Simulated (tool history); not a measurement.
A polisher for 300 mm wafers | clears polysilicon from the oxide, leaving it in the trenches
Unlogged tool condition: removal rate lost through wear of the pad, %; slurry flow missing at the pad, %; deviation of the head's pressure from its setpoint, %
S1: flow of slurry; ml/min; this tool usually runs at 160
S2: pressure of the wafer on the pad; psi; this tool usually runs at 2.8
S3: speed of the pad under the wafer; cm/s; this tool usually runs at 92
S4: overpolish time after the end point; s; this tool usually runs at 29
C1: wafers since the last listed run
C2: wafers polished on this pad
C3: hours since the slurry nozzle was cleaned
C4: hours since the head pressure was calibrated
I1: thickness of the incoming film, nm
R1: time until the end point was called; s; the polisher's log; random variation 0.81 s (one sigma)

| run | day | S1 | S2 | S3 | S4 | C1 | C2 | C3 | C4 | I1 | R1 |
|---|---|---|---|---|---|---|---|---|---|---|---|
| 1 | 0 | 160 | 2 | 92 | 29 | 0 | 4527 | 393 | 581.7 | 491.1 | 53.5 |
|  | 1.296 | worn pad replaced by a new one |
|  | 3.85 | slurry nozzle cleaned |
| 2 | 3.971 | 160 | 2.8 | 100 | 29 | 1025 | 718 | 2.9 | 677 | 494 | 37.3 |
| 3 | 7.971 | 160 | 2.8 | 100 | 29 | 1090 | 1808 | 98.9 | 773 | 497.2 | 36.7 |
| 4 | 10.812 | 145 | 2.8 | 92 | 29 | 774 | 2582 | 167.1 | 841.2 | 492.9 | 40.1 |
| 5 | 12.412 | 145 | 2.8 | 92 | 29 | 436 | 3018 | 205.5 | 879.6 | 504.5 | 40.3 |
| 6 | 15.375 | 145 | 2.8 | 92 | 29 | 807 | 3826 | 276.6 | 950.7 | 497.4 | 38.8 |
| 7 | 19.371 | 160 | 2.8 | 92 | 29 | 1089 | 4915 | 372.5 | 1046.6 | 495.1 | 38.6 |
|  | 20.779 | worn pad replaced by a new one |
|  | 22.238 | slurry nozzle cleaned |
| 8 | 22.567 | 160 | 2.8 | 92 | 29 | 814 | 475 | 7.9 | 1123.3 | 491.8 | 38.6 |
| 9 | 25.742 | 160 | 2.8 | 92 | 29 | 865 | 1341 | 84.1 | 1199.5 | 508.5 | 39 |
| 10 | 30.229 | 160 | 2.8 | 92 | 42 | 1223 | 2564 | 191.8 | 1307.2 | 505 | 39.8 |
| 11 | 32.529 | 160 | 2.8 | 92 | 42 | 626 | 3191 | 247 | 1362.4 | 508.6 | 38.6 |
|  | 33.129 | head pressure recalibrated |
| 12 | 36.188 | 160 | 3.1 | 70 | 29 | 974 | 4165 | 334.8 | 73.4 | 499.1 | 43.5 |
|  | 39.338 | slurry nozzle cleaned |
| 13 | 39.462 | 160 | 2.8 | 92 | 40 | 881 | 5046 | 3 | 152 | 503.2 | 35.6 |
|  | 40.004 | worn pad replaced by a new one |
| 14 | 43.304 | 160 | 2.8 | 92 | 40 | 1001 | 899 | 95.2 | 244.2 | 502.2 | 35.9 |
| 15 | 46.842 | 160 | 2.8 | 92 | 29 | 964 | 1863 | 180.1 | 329.1 | 505.3 | 35.9 |
| 16 | 49 | 160 | 2.8 | 92 | 29 | 588 | 2451 | 231.9 | 380.9 | 501.4 | 35.4 |
| 17 | 53.058 | 190 | 2.3 | 112 | 41 | 1106 | 3558 | 329.3 | 478.3 | 494.2 | 33.9 |
|  | 56.712 | head pressure recalibrated, repeated, since the last time left the tool worse |
| 18 | 57.379 | 120 | 3.4 | 68 | 45 | 1154 | 4712 | 433 | 16 | 494 | 46.8 |
|  | 57.871 | worn pad replaced by a new one |
| 19 | 59.467 | 125 | 2.8 | 92 | 39 | 523 | 435 | 483.1 | 66.1 | 501.9 | 43.1 |
|  | 61 | slurry nozzle cleaned |
| 20 | 63.083 | 160 | 2.8 | 92 | 14 | 974 | 1409 | 50 | 152.9 | 499.7 | 41.1 |
| 21 | 67.262 | 160 | 1.9 | 108 | 43 | 1138 | 2548 | 150.3 | 253.2 | 503.9 | 50.3 |
| 22 | 68.825 | 200 | 2.8 | 104 | 29 | 425 | 2974 | 187.8 | 290.7 | 499.7 | 35.2 |
| 23 | 70.667 | 160 | 2.8 | 116 | 29 | 501 | 3476 | 232 | 334.9 | 499 | 31.3 |
| 24 | 73.238 | 160 | 1.9 | 108 | 43 | 700 | 4176 | 293.7 | 396.6 | 501.2 | 50 |
| 25 | 75.608 | 160 | 2.8 | 92 | 29 | 646 | 4822 | 350.6 | 453.5 | 491.3 | 41.1 |
|  | 78.05 | worn pad replaced by a new one |
|  | 80.588 | slurry nozzle cleaned |
| 26 | 85.029 | 160 | 3.4 | 64 | 23 | 2510 | 1890 | 106.6 | 679.6 | 501.7 | 49.5 |
| 27 | 88.496 | 195 | 2.8 | 92 | 29 | 944 | 2835 | 189.8 | 762.8 | 498.6 | 39.2 |
| 28 | 90.588 | 160 | 1.8 | 92 | 33 | 570 | 3405 | 240 | 813 | 498.6 | 61.5 |
| 29 | 93.338 | 160 | 2.8 | 92 | 29 | 749 | 4154 | 306 | 879 | 508 | 41.1 |
| 30 | 95.367 | 160 | 3.2 | 92 | 14 | 553 | 4707 | 354.7 | 927.7 | 508.3 | 36.4 |
|  | 96.471 | worn pad replaced by a new one |
| 31 | 99.075 | 160 | 2.8 | 92 | 17 | 965 | 709 | 443.7 | 1016.7 | 505.5 | 39.6 |

Selected run-to-run steps in R1, each split into two signed amounts: the part the tool would show with no hidden state at all (from settings, incoming material and random variation), and the remainder, which goes to the hidden state together with any gauge scatter not common to the measured and the hidden-state-free results:
Run 11 -> 12: S2 2.8 -> 3.1, S3 92 -> 70, S4 42 -> 29, head pressure recalibrated. R1 +4.9 s: hidden state -3.2, all else +8.1.
Run 12 -> 13: S2 3.1 -> 2.8, S3 70 -> 92, S4 29 -> 40, slurry nozzle cleaned. R1 -7.9 s: hidden state +1, all else -8.9.
Run 17 -> 18: S1 190 -> 120, S2 2.3 -> 3.4, S3 112 -> 68, S4 41 -> 45, head pressure recalibrated, repeated, since the last time left the tool worse. R1 +12.9 s: hidden state +4.8, all else +8.1.
Run 23 -> 24: S2 2.8 -> 1.9, S3 116 -> 108, S4 29 -> 43. R1 +18.7 s: hidden state -0.1, all else +18.8.
Run 27 -> 28: S1 195 -> 160, S2 2.8 -> 1.8, S4 29 -> 33. R1 +22.3 s: hidden state -0.6, all else +22.9.
Run 28 -> 29: S2 1.8 -> 2.8, S4 33 -> 29. R1 -20.4 s: hidden state +0.3, all else -20.7.

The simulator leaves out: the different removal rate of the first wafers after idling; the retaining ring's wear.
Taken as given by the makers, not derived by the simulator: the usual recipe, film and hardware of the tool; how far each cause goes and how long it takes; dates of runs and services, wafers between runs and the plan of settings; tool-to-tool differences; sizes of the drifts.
